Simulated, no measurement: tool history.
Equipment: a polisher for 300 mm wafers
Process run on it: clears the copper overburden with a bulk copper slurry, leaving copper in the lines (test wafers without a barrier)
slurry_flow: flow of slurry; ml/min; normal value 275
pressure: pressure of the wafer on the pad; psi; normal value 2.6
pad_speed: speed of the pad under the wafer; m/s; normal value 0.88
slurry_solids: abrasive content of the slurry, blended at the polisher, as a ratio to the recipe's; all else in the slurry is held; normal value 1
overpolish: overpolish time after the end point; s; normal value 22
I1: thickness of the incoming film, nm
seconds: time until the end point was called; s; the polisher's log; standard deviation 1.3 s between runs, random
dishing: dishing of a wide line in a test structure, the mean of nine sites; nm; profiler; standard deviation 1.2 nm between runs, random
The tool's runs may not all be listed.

{"run": 1, "hour": 0.0, "slurry_flow": 275, "pressure": 1.9, "pad_speed": 0.88, "slurry_solids": 1, "overpolish": 13, "I1": 829.2, "seconds": 209.6, "dishing": 35.9}
{"run": 2, "hour": 66.6, "slurry_flow": 275, "pressure": 2.6, "pad_speed": 0.88, "slurry_solids": 1, "overpolish": 22, "I1": 842.4, "seconds": 156.8, "dishing": 67}
{"run": 3, "hour": 125.8, "slurry_flow": 275, "pressure": 2.6, "pad_speed": 0.88, "slurry_solids": 1, "overpolish": 22, "I1": 837.2, "seconds": 153.1, "dishing": 66.8}
{"run": 4, "hour": 222.8, "slurry_flow": 275, "pressure": 2.6, "pad_speed": 0.88, "slurry_solids": 1, "overpolish": 22, "I1": 845.1, "seconds": 158.3, "dishing": 64.7}
{"hour": 276.5, "done": "slurry blender recalibrated"}
{"hour": 301.9, "done": "worn pad replaced by a new one"}
{"run": 5, "hour": 304.3, "slurry_flow": 275, "pressure": 2.6, "pad_speed": 0.7, "slurry_solids": 1, "overpolish": 22, "I1": 825.2, "seconds": 185.9, "dishing": 57.5}
{"run": 6, "hour": 395.0, "slurry_flow": 330, "pressure": 2.6, "pad_speed": 0.88, "slurry_solids": 1, "overpolish": 22, "I1": 848.9, "seconds": 159.6, "dishing": 63}
{"hour": 408.0, "done": "head pressure recalibrated"}
{"run": 7, "hour": 490.3, "slurry_flow": 330, "pressure": 2.6, "pad_speed": 0.88, "slurry_solids": 1, "overpolish": 22, "I1": 835.2, "seconds": 146.6, "dishing": 68.8}
{"hour": 553.1, "done": "slurry nozzle cleaned"}
{"run": 8, "hour": 577.0, "slurry_flow": 275, "pressure": 2.6, "pad_speed": 0.88, "slurry_solids": 1, "overpolish": 27, "I1": 851.2, "seconds": 152.7, "dishing": 71.7}
{"run": 9, "hour": 618.4, "slurry_flow": 275, "pressure": 2.6, "pad_speed": 0.88, "slurry_solids": 1, "overpolish": 27, "I1": 830, "seconds": 148.3, "dishing": 72}
{"run": 10, "hour": 716.8, "slurry_flow": 275, "pressure": 2.1, "pad_speed": 0.88, "slurry_solids": 1, "overpolish": 22, "I1": 857.7, "seconds": 196.7, "dishing": 55.3}
{"run": 11, "hour": 811.2, "slurry_flow": 275, "pressure": 2.6, "pad_speed": 0.88, "slurry_solids": 1, "overpolish": 22, "I1": 835.2, "seconds": 156, "dishing": 64.8}
{"run": 12, "hour": 854.6, "slurry_flow": 275, "pressure": 2.6, "pad_speed": 0.88, "slurry_solids": 1, "overpolish": 22, "I1": 850.9, "seconds": 162.1, "dishing": 62.9}
{"hour": 865.0, "done": "slurry blender recalibrated"}
{"hour": 912.8, "done": "worn pad replaced by a new one"}
{"run": 13, "hour": 954.2, "slurry_flow": 275, "pressure": 2.6, "pad_speed": 0.88, "slurry_solids": 1, "overpolish": 22, "I1": 830.6, "seconds": 156.7, "dishing": 63.9}
{"run": 14, "hour": 994.6, "slurry_flow": 275, "pressure": 2.6, "pad_speed": 0.76, "slurry_solids": 1, "overpolish": 22, "I1": 837.7, "seconds": 181, "dishing": 60.2}
{"run": 15, "hour": 1086.9, "slurry_flow": 275, "pressure": 2.6, "pad_speed": 0.76, "slurry_solids": 1.3, "overpolish": 22, "I1": 839.1, "seconds": 179.4, "dishing": 56.4}
{"hour": 1102.7, "done": "head pressure recalibrated"}
{"hour": 1253.2, "done": "slurry nozzle cleaned"}
{"run": 16, "hour": 1407.9, "slurry_flow": 240, "pressure": 3.4, "pad_speed": 0.88, "slurry_solids": 1, "overpolish": 22, "I1": 858.2, "seconds": 121.1, "dishing": 75.5}
{"run": 17, "hour": 1471.0, "slurry_flow": 310, "pressure": 2.6, "pad_speed": 0.88, "slurry_solids": 1, "overpolish": 22, "I1": 849.2, "seconds": 151.5, "dishing": 64.9}
{"run": 18, "hour": 1514.0, "slurry_flow": 275, "pressure": 2.6, "pad_speed": 1.18, "slurry_solids": 1, "overpolish": 22, "I1": 838.6, "seconds": 117.8, "dishing": 73.1}
{"hour": 1559.5, "done": "slurry blender recalibrated"}
{"run": 19, "hour": 1585.1, "slurry_flow": 275, "pressure": 2.6, "pad_speed": 0.88, "slurry_solids": 1, "overpolish": 22, "I1": 839.1, "seconds": 157.1, "dishing": 65.1}
{"hour": 1636.2, "done": "worn pad replaced by a new one"}
{"run": 20, "hour": 1687.7, "slurry_flow": 275, "pressure": 2.6, "pad_speed": 0.88, "slurry_solids": 1, "overpolish": 22, "I1": 858, "seconds": 159.3, "dishing": 64.5}

For run 21, what comes out?
{"hour": 1727.3, "done": "head pressure recalibrated"}
{"run": 21, "hour": 1746.4, "slurry_flow": 230, "pressure": 2.6, "pad_speed": 0.7, "slurry_solids": 1, "overpolish": 22, "I1": 842.1, "seconds": "?", "dishing": "?"}

{"run 21": {"seconds": 187.4, "dishing": 58.4}}
With the hidden condition absent and the run-to-run variation left alone, this run would have shown seconds 177.7 s, dishing 60.6 nm.
